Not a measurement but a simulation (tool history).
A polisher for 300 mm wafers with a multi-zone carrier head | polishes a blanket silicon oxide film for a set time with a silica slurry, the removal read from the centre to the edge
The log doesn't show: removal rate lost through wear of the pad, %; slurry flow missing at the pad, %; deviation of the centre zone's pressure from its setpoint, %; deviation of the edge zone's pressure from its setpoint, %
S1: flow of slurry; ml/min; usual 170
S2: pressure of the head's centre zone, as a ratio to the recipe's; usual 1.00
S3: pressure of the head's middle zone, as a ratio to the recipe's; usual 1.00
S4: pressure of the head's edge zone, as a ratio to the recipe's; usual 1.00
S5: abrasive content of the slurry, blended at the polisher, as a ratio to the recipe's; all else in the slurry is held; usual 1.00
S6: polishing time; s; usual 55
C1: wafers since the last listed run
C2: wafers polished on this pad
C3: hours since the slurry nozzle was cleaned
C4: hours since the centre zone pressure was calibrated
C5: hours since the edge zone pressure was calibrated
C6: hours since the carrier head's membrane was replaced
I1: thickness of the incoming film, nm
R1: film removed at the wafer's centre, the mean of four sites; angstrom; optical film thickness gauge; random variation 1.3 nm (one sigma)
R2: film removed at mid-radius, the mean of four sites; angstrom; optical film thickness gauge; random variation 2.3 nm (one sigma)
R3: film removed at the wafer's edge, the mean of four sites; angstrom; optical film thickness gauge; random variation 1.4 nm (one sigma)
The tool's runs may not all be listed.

run	hour	S1	S2	S3	S4	S5	S6	C1	C2	C3	C4	C5	C6	I1	R1	R2	R3
1	0.0	170	1.00	1.00	1.00	1.00	55	0	1850	380.8	105.1	187.8	244.9	1774.2	2075	1999	1966
2	50.1	170	1.00	0.96	1.00	1.00	55	602	2452	430.9	155.2	237.9	295.0	1770.7	2044	1886	1931
3	100.8	170	1.00	1.00	1.00	1.00	55	609	3061	481.6	205.9	288.6	345.7	1730.4	2059	1971	1941
# hour 107.7: slurry nozzle cleaned
4	131.2	170	1.00	1.00	1.00	1.00	44	353	3414	23.5	236.3	319.0	376.1	1758.6	1624	1558	1559
5	234.8	170	1.11	1.04	1.00	1.25	73	1245	4659	127.1	339.9	422.6	479.7	1752.1	3104	2834	2728
6	260.1	170	1.00	1.00	0.93	1.00	55	304	4963	152.4	365.2	447.9	505.0	1752.4	2018	1954	1886
# hour 302.3: worn pad replaced by a new one
7	314.9	170	1.00	1.00	1.00	1.00	55	610	151	207.2	420.0	502.7	559.8	1723.9	2041	1942	1971
8	379.8	170	0.89	1.00	1.10	1.00	42	779	930	272.1	484.9	567.6	624.7	1722.0	1397	1503	1556
9	416.3	150	0.88	1.07	1.00	1.00	64	438	1369	308.6	521.4	604.1	661.2	1737.7	2116	2380	2286
10	442.2	125	1.00	1.00	1.00	1.00	55	311	1680	334.5	547.3	630.0	687.1	1721.2	1982	1887	1907
11	503.3	170	1.00	1.00	1.00	0.70	46	734	2415	395.6	608.4	691.1	748.2	1739.2	1577	1504	1510
12	563.7	170	1.00	1.00	1.00	1.00	55	725	3140	456.0	668.8	751.5	808.6	1740.5	2053	1999	1955
# hour 589.8: slurry nozzle cleaned
13	591.4	170	1.00	1.00	1.00	0.70	46	320	3461	1.6	696.5	779.2	836.3	1755.3	1566	1516	1511
14	636.6	170	1.00	1.00	1.07	1.00	55	543	4005	46.8	741.7	824.4	881.5	1777.6	2038	1951	2023
15	668.0	170	1.05	0.96	1.05	1.00	55	377	4382	78.2	773.1	855.8	912.9	1729.6	2143	1895	2015
# hour 685.9: worn pad replaced by a new one
16	693.9	195	1.05	1.10	0.93	1.00	55	263	95	104.1	799.0	881.7	938.8	1730.9	2157	2115	1946
# hour 783.3: carrier head's membrane replaced by a new one
17	824.8	170	1.10	1.00	1.00	0.80	55	1512	1608	235.0	929.9	1012.6	41.5	1713.3	2114	1878	1870
18	885.1	170	1.00	1.00	1.00	1.00	55	724	2333	295.3	990.2	1072.9	101.8	1744.2	2039	1953	1961
19	918.8	170	1.00	1.00	1.00	1.00	55	404	2738	329.0	1023.9	1106.6	135.5	1726.3	2031	1960	1982
20	975.3	210	1.00	1.00	0.90	1.00	55	678	3417	385.5	1080.4	1163.1	192.0	1750.0	2098	2015	1876
# hour 999.6: centre zone pressure recalibrated
# hour 1032.1: slurry nozzle cleaned
21	1036.2	185	1.00	1.00	1.00	0.80	60	695	4112	4.1	36.6	1224.0	252.9	1710.2	2155	2076	2029

4 ways to go on from here, each from the tool as it stands after run 21. What would each give?
A	1036.6	170	1.00	1.00	1.00	1.00	55	4	4117	4.5	37.0	1224.4	253.3	1742.5	?	?	?
B	1036.6	210	0.91	1.00	1.00	1.00	55	4	4117	4.5	37.0	1224.4	253.3	1742.5	?	?	?
C	1036.6	195	1.00	1.00	1.00	1.00	55	4	4117	4.5	37.0	1224.4	253.3	1742.5	?	?	?
D	1036.6	170	1.00	0.88	1.00	1.00	69	4	4117	4.5	37.0	1224.4	253.3	1742.5	?	?	?

run	R1	R2	R3
A	2041	1965	1996
B	1934	2007	2027
C	2072	1992	2016
D	2558	2267	2507
Without the tool's hidden state the same runs would have given:
run	R1	R2	R3
A	2041	1965	1996
B	1934	2007	2027
C	2072	1992	2016
D	2558	2267	2507

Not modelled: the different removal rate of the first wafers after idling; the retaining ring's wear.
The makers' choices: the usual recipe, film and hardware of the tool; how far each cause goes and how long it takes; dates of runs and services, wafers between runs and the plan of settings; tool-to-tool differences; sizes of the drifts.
